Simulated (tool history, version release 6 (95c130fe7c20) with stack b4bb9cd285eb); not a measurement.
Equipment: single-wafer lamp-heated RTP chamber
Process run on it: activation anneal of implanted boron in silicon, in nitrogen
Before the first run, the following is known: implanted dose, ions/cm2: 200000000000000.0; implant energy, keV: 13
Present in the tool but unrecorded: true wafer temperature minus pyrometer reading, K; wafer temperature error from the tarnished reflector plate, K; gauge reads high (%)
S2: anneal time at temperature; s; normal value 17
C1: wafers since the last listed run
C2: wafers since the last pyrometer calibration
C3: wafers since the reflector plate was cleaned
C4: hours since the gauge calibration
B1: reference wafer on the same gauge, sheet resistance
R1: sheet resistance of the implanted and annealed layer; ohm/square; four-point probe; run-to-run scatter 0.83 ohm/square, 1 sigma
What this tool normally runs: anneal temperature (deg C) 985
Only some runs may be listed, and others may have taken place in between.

Run 1, hour 0: usual settings; C1 0; C2 971; C3 4536; C4 564.2; B1 407.8. Result: R1 443.71 ohm/square.
Run 2, hour 14.8: usual settings but anneal temperature (deg C) 972; C1 185; C2 1156; C3 4721; C4 579; B1 407.92. Result: R1 450.83 ohm/square.
Run 3, hour 28.2: usual settings but S2 14 s; C1 167; C2 1324; C3 4889; C4 592.4; B1 407.95. Result: R1 446.07 ohm/square.
At hour 93.9: reflector plate cleaned.
Run 4, hour 134.5: usual settings but S2 21 s; C1 1232; C2 2556; C3 508; C4 698.7; B1 408.06. Result: R1 444.99 ohm/square.
Run 5, hour 150.4: usual settings but S2 15 s; C1 199; C2 2756; C3 708; C4 714.6; B1 408.1. Result: R1 446.77 ohm/square.
Run 6, hour 182.2: usual settings but S2 22 s; C1 398; C2 3154; C3 1106; C4 746.4; B1 407.75. Result: R1 442.8 ohm/square.
Run 7, hour 195.7: usual settings but S2 22 s; C1 169; C2 3323; C3 1275; C4 759.9; B1 408.17. Result: R1 442.83 ohm/square.
Run 8, hour 300.9: usual settings; C1 1318; C2 4642; C3 2594; C4 865.1; B1 408.08. Result: R1 445.2 ohm/square.
Run 9, hour 336.7: usual settings but anneal temperature (deg C) 975, S2 15 s; C1 448; C2 5091; C3 3043; C4 900.9; B1 407.73. Result: R1 446.97 ohm/square.
At hour 341.3: gauge calibrated.
Run 10, hour 367.4: usual settings but anneal temperature (deg C) 975, S2 15 s; C1 384; C2 5475; C3 3427; C4 26.1; B1 408.05. Result: R1 447.44 ohm/square.
Run 11, hour 383.8: usual settings; C1 205; C2 5681; C3 3633; C4 42.5; B1 408.21. Result: R1 443.56 ohm/square.
Run 12, hour 419.5: usual settings; C1 447; C2 6128; C3 4080; C4 78.2; B1 408.01. Result: R1 443.29 ohm/square.
Run 13, hour 440.2: usual settings but anneal temperature (deg C) 1001; C1 259; C2 6388; C3 4340; C4 98.9; B1 408.03. Result: R1 441.87 ohm/square.
At hour 454: reflector plate cleaned.
Run 14, hour 458.2: usual settings but anneal temperature (deg C) 1001; C1 125; C2 6513; C3 52; C4 116.9; B1 408.14. Result: R1 443.4 ohm/square.
Run 15, hour 491.8: usual settings but anneal temperature (deg C) 1001; C1 421; C2 6934; C3 473; C4 150.5; B1 407.71. Result: R1 439.58 ohm/square.
Run 16, hour 525.2: usual settings; C1 418; C2 7353; C3 892; C4 183.9; B1 407.99. Result: R1 442.76 ohm/square.
At hour 538.7: pyrometer window cleaned and pyrometer calibrated.
Run 17, hour 559.1: usual settings but anneal temperature (deg C) 999; C1 324; C2 255; C3 1216; C4 217.8; B1 408.01. Result: R1 442.76 ohm/square.
Run 18, hour 576.6: usual settings; C1 219; C2 474; C3 1436; C4 235.3; B1 408.01. Result: R1 446.99 ohm/square.
Run 19, hour 598: usual settings but anneal temperature (deg C) 1014; C1 268; C2 742; C3 1704; C4 256.7; B1 408.05. Result: R1 440.47 ohm/square.
Run 20, hour 632.9: usual settings but S2 8 s; C1 437; C2 1180; C3 2141; C4 291.6; B1 407.97. Result: R1 449.7 ohm/square.
Run 21, hour 661: usual settings but anneal temperature (deg C) 957, S2 10 s; C1 352; C2 1532; C3 2493; C4 319.7; B1 407.8. Result: R1 469.75 ohm/square.
Run 22, hour 696.1: usual settings; C1 439; C2 1972; C3 2933; C4 354.8; B1 407.79. Result: R1 446.37 ohm/square.
Run 23, hour 724.3: usual settings but anneal temperature (deg C) 1001, S2 10 s; C1 353; C2 2325; C3 3287; C4 383; B1 408.11. Result: R1 440.94 ohm/square.
Run 24, hour 756.7: usual settings; C1 406; C2 2732; C3 3693; C4 415.4; B1 407.97. Result: R1 443.65 ohm/square.
Run 25, hour 786.6: usual settings but S2 10 s; C1 374; C2 3106; C3 4068; C4 445.3; B1 408.2. Result: R1 445.41 ohm/square.
Run 26, hour 820.6: usual settings but anneal temperature (deg C) 1007, S2 25 s; C1 426; C2 3532; C3 4494; C4 479.3; B1 407.94. Result: R1 440.7 ohm/square.
Run 27, hour 850.9: usual settings but anneal temperature (deg C) 959, S2 25 s; C1 379; C2 3912; C3 4874; C4 509.6; B1 408.1. Result: R1 452.15 ohm/square.
Run 28, hour 869.3: usual settings; C1 230; C2 4143; C3 5104; C4 528; B1 408.08. Result: R1 443.59 ohm/square.
Run 29, hour 881.6: usual settings but anneal temperature (deg C) 997, S2 12 s; C1 154; C2 4297; C3 5258; C4 540.3; B1 408.15. Result: R1 442.75 ohm/square.
Run 30, hour 902.2: usual settings but anneal temperature (deg C) 977; C1 258; C2 4555; C3 5517; C4 560.9; B1 407.78. Result: R1 445.84 ohm/square.
At hour 918.6: reflector plate cleaned.
Run 31, hour 919.1: usual settings but anneal temperature (deg C) 962; C1 111; C2 4667; C3 6; C4 577.8; B1 407.94. Result: R1 458.98 ohm/square.
Run 32, hour 948.1: usual settings but anneal temperature (deg C) 993, S2 20 s; C1 363; C2 5030; C3 369; C4 606.8; B1 408.19. Result: R1 441.37 ohm/square.
Run 33, hour 971: usual settings; C1 287; C2 5317; C3 656; C4 629.7; B1 407.92. Result: R1 444.9 ohm/square.
Run 34, hour 983.9: usual settings; C1 161; C2 5479; C3 818; C4 642.6; B1 408.12. Result: R1 444.45 ohm/square.
Run 35, hour 1016.3: usual settings but anneal temperature (deg C) 970, S2 25 s; C1 406; C2 5885; C3 1224; C4 675; B1 408. Result: R1 446.47 ohm/square.
Run 36, hour 1034: usual settings but anneal temperature (deg C) 1008; C1 221; C2 6107; C3 1446; C4 692.7; B1 408.1. Result: R1 441.58 ohm/square.
Run 37, hour 1056.7: usual settings but anneal temperature (deg C) 1008, S2 27 s; C1 284; C2 6391; C3 1730; C4 715.4; B1 408.06. Result: R1 439.05 ohm/square.

For each run, what was the tool's unlogged condition?
gauge reads high (%): 0 at every run
H1: true wafer temperature minus pyrometer reading, K
H2: wafer temperature error from the tarnished reflector plate, K
run    H1    H2
  1  5.14  8.68
  2  5.77  8.73
  3   6.3  8.78
  4  9.41   3.1
  5  9.74  3.79
  6  10.3  4.95
  7  10.5  5.36
  8  11.8  7.51
  9  12.1  7.94
 10  12.3  8.22
 11  12.4  8.35
 12  12.6  8.58
 13  12.7  8.69
 14  12.8  1.56
 15  12.9  3.34
 16    13  4.73
 17  1.72  5.82
 18  2.72  6.29
 19  3.83  6.79
 20  5.39  7.45
 21  6.46  7.88
 22  7.58  8.29
 23  8.34  8.56
 24  9.08  8.81
 25  9.67  8.99
 26  10.2  9.15
 27  10.6  9.26
 28  10.9  9.32
 29    11  9.36
 30  11.2  9.41
 31  11.4  1.13
 32  11.6  2.74
 33  11.8  3.79
 34  11.9   4.3
 35  12.1  5.41
 36  12.1  5.91
 37  12.2  6.46
